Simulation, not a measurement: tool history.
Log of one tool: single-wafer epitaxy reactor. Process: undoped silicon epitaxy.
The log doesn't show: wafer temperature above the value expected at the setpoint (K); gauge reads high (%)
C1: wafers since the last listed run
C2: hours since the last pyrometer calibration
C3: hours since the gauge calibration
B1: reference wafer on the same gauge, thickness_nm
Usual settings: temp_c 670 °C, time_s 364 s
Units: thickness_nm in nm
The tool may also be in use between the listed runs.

Run 1, hour 0: usual settings; C1 0; C2 1643.5; C3 62; B1 98.886. Result: thickness_nm 85.795 nm.
Run 2, hour 32.4: usual settings; C1 190; C2 1675.9; C3 94.4; B1 98.882. Result: thickness_nm 85.96 nm.
Run 3, hour 58.3: usual settings; C1 152; C2 1701.8; C3 120.3; B1 98.866. Result: thickness_nm 85.333 nm.
Run 4, hour 93.9: usual settings; C1 208; C2 1737.4; C3 155.9; B1 98.915. Result: thickness_nm 85.699 nm.
Run 5, hour 106.5: usual settings; C1 73; C2 1750; C3 168.5; B1 98.895. Result: thickness_nm 85.898 nm.
Run 6, hour 140: usual settings; C1 196; C2 1783.5; C3 202; B1 98.849. Result: thickness_nm 85.379 nm.
Run 7, hour 158.9: usual settings; C1 110; C2 1802.4; C3 220.9; B1 98.903. Result: thickness_nm 85.57 nm.
At hour 173.3: gauge calibrated.
Run 8, hour 183.9: usual settings but temp_c 675 °C; C1 146; C2 1827.4; C3 10.6; B1 98.898. Result: thickness_nm 93.543 nm.
Run 9, hour 218.1: usual settings but temp_c 675 °C; C1 200; C2 1861.6; C3 44.8; B1 98.846. Result: thickness_nm 93.676 nm.
Run 10, hour 234.2: usual settings but temp_c 674 °C, time_s 408 s; C1 94; C2 1877.7; C3 60.9; B1 98.898. Result: thickness_nm 103.702 nm.
Run 11, hour 263: usual settings but temp_c 679 °C, time_s 304 s; C1 169; C2 1906.5; C3 89.7; B1 98.818. Result: thickness_nm 84.238 nm.
At hour 287: pyrometer calibrated.
Run 12, hour 287.5: usual settings; C1 96; C2 0.5; C3 114.2; B1 98.814. Result: thickness_nm 85.319 nm.
Run 13, hour 301.5: usual settings but temp_c 681 °C, time_s 294 s; C1 82; C2 14.5; C3 128.2; B1 98.904. Result: thickness_nm 85.569 nm.
Run 14, hour 328.4: usual settings but temp_c 656 °C, time_s 384 s; C1 157; C2 41.4; C3 155.1; B1 98.74. Result: thickness_nm 69.885 nm.

Forecast run 15:
Run 15, hour 350.6: usual settings but temp_c 675 °C; C1 130; C2 63.6; C3 177.3; B1 ?. Result: thickness_nm ?.

B1: 98.861
thickness_nm: 94.884 nm
Without the tool's hidden state the same run would have given thickness_nm 94.884 nm.
